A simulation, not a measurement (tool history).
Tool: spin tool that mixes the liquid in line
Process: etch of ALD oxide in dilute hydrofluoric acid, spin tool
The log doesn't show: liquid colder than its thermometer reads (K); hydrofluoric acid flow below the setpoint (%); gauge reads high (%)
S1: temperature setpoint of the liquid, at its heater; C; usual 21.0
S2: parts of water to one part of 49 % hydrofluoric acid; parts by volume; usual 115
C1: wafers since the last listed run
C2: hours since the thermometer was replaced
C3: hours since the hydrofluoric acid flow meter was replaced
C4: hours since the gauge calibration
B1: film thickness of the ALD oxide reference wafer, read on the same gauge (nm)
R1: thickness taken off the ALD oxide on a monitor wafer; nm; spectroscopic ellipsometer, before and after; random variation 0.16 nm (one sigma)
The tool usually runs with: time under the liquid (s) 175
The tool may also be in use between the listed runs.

run 1 hour=0.0 | S1=21.0 S2=115 time_under_the_liquid_(s)=175 | C1=0 C2=2800.8 C3=1625.1 C4=250.0 | B1=90.04 | R1=16.64
run 2 hour=24.2 | S1=21.0 S2=115 time_under_the_liquid_(s)=175 | C1=132 C2=2825.0 C3=1649.3 C4=274.2 | B1=90.02 | R1=16.68
run 3 hour=50.2 | S1=21.0 S2=115 time_under_the_liquid_(s)=175 | C1=142 C2=2851.0 C3=1675.3 C4=300.2 | B1=90.00 | R1=16.86
run 4 hour=85.8 | S1=21.0 S2=115 time_under_the_liquid_(s)=175 | C1=195 C2=2886.6 C3=1710.9 C4=335.8 | B1=89.99 | R1=16.65
run 5 hour=99.9 | S1=21.0 S2=115 time_under_the_liquid_(s)=175 | C1=77 C2=2900.7 C3=1725.0 C4=349.9 | B1=89.99 | R1=16.68
run 6 hour=130.5 | S1=21.0 S2=115 time_under_the_liquid_(s)=175 | C1=167 C2=2931.3 C3=1755.6 C4=380.5 | B1=90.01 | R1=16.85
-- hour=148.0 gauge calibrated
run 7 hour=164.7 | S1=21.0 S2=115 time_under_the_liquid_(s)=175 | C1=187 C2=2965.5 C3=1789.8 C4=16.7 | B1=90.00 | R1=16.61
run 8 hour=176.7 | S1=21.0 S2=115 time_under_the_liquid_(s)=175 | C1=65 C2=2977.5 C3=1801.8 C4=28.7 | B1=90.01 | R1=16.78
run 9 hour=201.0 | S1=21.0 S2=115 time_under_the_liquid_(s)=175 | C1=133 C2=3001.8 C3=1826.1 C4=53.0 | B1=89.98 | R1=16.66
run 10 hour=291.3 | S1=21.0 S2=115 time_under_the_liquid_(s)=175 | C1=494 C2=3092.1 C3=1916.4 C4=143.3 | B1=90.00 | R1=16.64
run 11 hour=322.3 | S1=21.0 S2=115 time_under_the_liquid_(s)=175 | C1=169 C2=3123.1 C3=1947.4 C4=174.3 | B1=90.01 | R1=16.56
run 12 hour=358.2 | S1=21.0 S2=115 time_under_the_liquid_(s)=175 | C1=196 C2=3159.0 C3=1983.3 C4=210.2 | B1=89.98 | R1=16.51
run 13 hour=374.3 | S1=21.0 S2=140 time_under_the_liquid_(s)=175 | C1=88 C2=3175.1 C3=1999.4 C4=226.3 | B1=90.00 | R1=13.11
run 14 hour=391.6 | S1=21.0 S2=140 time_under_the_liquid_(s)=175 | C1=94 C2=3192.4 C3=2016.7 C4=243.6 | B1=89.94 | R1=13.07
run 15 hour=420.0 | S1=17.0 S2=115 time_under_the_liquid_(s)=175 | C1=155 C2=3220.8 C3=2045.1 C4=272.0 | B1=90.00 | R1=14.04
run 16 hour=445.4 | S1=21.0 S2=115 time_under_the_liquid_(s)=175 | C1=139 C2=3246.2 C3=2070.5 C4=297.4 | B1=90.00 | R1=16.25
run 17 hour=461.8 | S1=24.5 S2=70 time_under_the_liquid_(s)=220 | C1=89 C2=3262.6 C3=2086.9 C4=313.8 | B1=89.99 | R1=41.24
run 18 hour=479.3 | S1=24.0 S2=80 time_under_the_liquid_(s)=270 | C1=95 C2=3280.1 C3=2104.4 C4=331.3 | B1=89.97 | R1=42.20
-- hour=488.9 gauge calibrated
-- hour=505.7 hydrofluoric acid flow meter replaced
run 19 hour=506.2 | S1=21.0 S2=115 time_under_the_liquid_(s)=175 | C1=141 C2=3307.0 C3=0.5 C4=17.3 | B1=90.05 | R1=19.09
run 20 hour=528.8 | S1=24.5 S2=155 time_under_the_liquid_(s)=240 | C1=123 C2=3329.6 C3=23.1 C4=39.9 | B1=90.00 | R1=21.32
-- hour=533.4 thermometer replaced
run 21 hour=546.6 | S1=21.0 S2=115 time_under_the_liquid_(s)=175 | C1=92 C2=13.2 C3=40.9 C4=57.7 | B1=89.96 | R1=19.08
run 22 hour=574.7 | S1=24.5 S2=90 time_under_the_liquid_(s)=175 | C1=154 C2=41.3 C3=69.0 C4=85.8 | B1=89.97 | R1=29.17
run 23 hour=602.6 | S1=17.0 S2=90 time_under_the_liquid_(s)=265 | C1=152 C2=69.2 C3=96.9 C4=113.7 | B1=90.03 | R1=32.01
run 24 hour=622.5 | S1=25.5 S2=115 time_under_the_liquid_(s)=215 | C1=109 C2=89.1 C3=116.8 C4=133.6 | B1=90.00 | R1=27.71
run 25 hour=638.6 | S1=17.0 S2=95 time_under_the_liquid_(s)=145 | C1=88 C2=105.2 C3=132.9 C4=149.7 | B1=90.03 | R1=16.28
run 26 hour=659.4 | S1=21.0 S2=115 time_under_the_liquid_(s)=175 | C1=114 C2=126.0 C3=153.7 C4=170.5 | B1=90.01 | R1=18.60
run 27 hour=693.7 | S1=17.0 S2=115 time_under_the_liquid_(s)=255 | C1=187 C2=160.3 C3=188.0 C4=204.8 | B1=90.02 | R1=23.54
run 28 hour=708.5 | S1=21.0 S2=115 time_under_the_liquid_(s)=175 | C1=81 C2=175.1 C3=202.8 C4=219.6 | B1=89.96 | R1=18.43
run 29 hour=742.0 | S1=18.5 S2=90 time_under_the_liquid_(s)=210 | C1=183 C2=208.6 C3=236.3 C4=253.1 | B1=89.99 | R1=26.79

Below are 5 alternative next runs, each starting from the tool's condition after run 29. Predict each:
run A hour=742.5 | S1=21.0 S2=115 time_under_the_liquid_(s)=175 | C1=2 C2=209.1 C3=236.8 C4=253.6 | B1=? | R1=?
run B hour=742.5 | S1=21.0 S2=130 time_under_the_liquid_(s)=175 | C1=2 C2=209.1 C3=236.8 C4=253.6 | B1=? | R1=?
run C hour=742.5 | S1=23.0 S2=95 time_under_the_liquid_(s)=260 | C1=2 C2=209.1 C3=236.8 C4=253.6 | B1=? | R1=?
run D hour=742.5 | S1=17.5 S2=160 time_under_the_liquid_(s)=105 | C1=2 C2=209.1 C3=236.8 C4=253.6 | B1=? | R1=?
run E hour=742.5 | S1=21.0 S2=95 time_under_the_liquid_(s)=175 | C1=2 C2=209.1 C3=236.8 C4=253.6 | B1=? | R1=?

run=A B1=90.01 R1=18.78
run=B B1=90.01 R1=16.33
run=C B1=90.01 R1=37.47
run=D B1=90.01 R1=6.70
run=E B1=90.01 R1=23.26
Take away the tool's hidden state, keep each run's random variation, and the runs would have read:
run=A R1=19.19
run=B R1=16.70
run=C R1=38.29
run=D R1=6.86
run=E R1=23.77
